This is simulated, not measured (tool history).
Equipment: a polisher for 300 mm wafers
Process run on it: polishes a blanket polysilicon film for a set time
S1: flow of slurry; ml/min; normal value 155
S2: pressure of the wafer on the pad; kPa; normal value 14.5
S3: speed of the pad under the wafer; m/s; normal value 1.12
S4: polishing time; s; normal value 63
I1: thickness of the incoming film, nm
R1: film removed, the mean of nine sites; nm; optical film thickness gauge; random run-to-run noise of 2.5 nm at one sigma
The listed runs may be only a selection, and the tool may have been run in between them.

Run 1, hour 0: usual settings; I1 1584.5. Result: R1 375.3 nm.
Run 2, hour 57.7: usual settings; I1 1583.6. Result: R1 366.7 nm.
At hour 73.3: worn pad replaced by a new one.
Run 3, hour 103.3: usual settings; I1 1617.9. Result: R1 376.3 nm.
At hour 270.5: worn pad replaced by a new one.
Run 4, hour 317.5: usual settings; I1 1610. Result: R1 380.2 nm.
Run 5, hour 344.1: usual settings; I1 1609.4. Result: R1 374 nm.
At hour 363.4: head pressure recalibrated.
Run 6, hour 388.2: usual settings; I1 1612.2. Result: R1 375 nm.
Run 7, hour 455.5: usual settings; I1 1590. Result: R1 361.5 nm.
At hour 486.1: worn pad replaced by a new one.
Run 8, hour 486.8: usual settings but S4 68 s; I1 1599.6. Result: R1 408.8 nm.
Run 9, hour 522.9: usual settings but S1 210 ml/min, S4 84 s; I1 1600.7. Result: R1 527.2 nm.
At hour 542.1: slurry nozzle cleaned.
Run 10, hour 551.7: usual settings but S4 52 s; I1 1568.7. Result: R1 308.6 nm.
Run 11, hour 608.7: usual settings but S1 110 ml/min, S2 17.2 kPa; I1 1590.2. Result: R1 398.9 nm.
Run 12, hour 643.9: usual settings but S1 175 ml/min; I1 1583.6. Result: R1 368.5 nm.
At hour 669.8: worn pad replaced by a new one.
Run 13, hour 683.3: usual settings but S2 11.7 kPa, S3 0.98 m/s, S4 75 s; I1 1604.2. Result: R1 346.9 nm.
Run 14, hour 805.5: usual settings but S4 53 s; I1 1617.1. Result: R1 307.5 nm.
Run 15, hour 842: usual settings but S2 17.2 kPa, S4 57 s; I1 1592. Result: R1 381.2 nm.
At hour 867.9: worn pad replaced by a new one.
Run 16, hour 900.8: usual settings; I1 1614.7. Result: R1 377.2 nm.
Run 17, hour 956.9: usual settings; I1 1588.1. Result: R1 372.7 nm.

What if the next run were any one of these 3? Each begins from the tool's condition after run 17:
Run A, hour 957.3: usual settings but S4 49 s; I1 1621.1. Result: R1 ?.
Run B, hour 957.3: usual settings but S4 51 s; I1 1621.1. Result: R1 ?.
Run C, hour 957.3: usual settings but S2 12.4 kPa, S4 85 s; I1 1621.1. Result: R1 ?.

run     R1
  A  288.1
  B  299.9
  C  442.2
The same runs, with their run-to-run variation unchanged, on a tool lacking any hidden condition would have given:
run     R1
  A  295.7
  B  307.8
  C  453.9

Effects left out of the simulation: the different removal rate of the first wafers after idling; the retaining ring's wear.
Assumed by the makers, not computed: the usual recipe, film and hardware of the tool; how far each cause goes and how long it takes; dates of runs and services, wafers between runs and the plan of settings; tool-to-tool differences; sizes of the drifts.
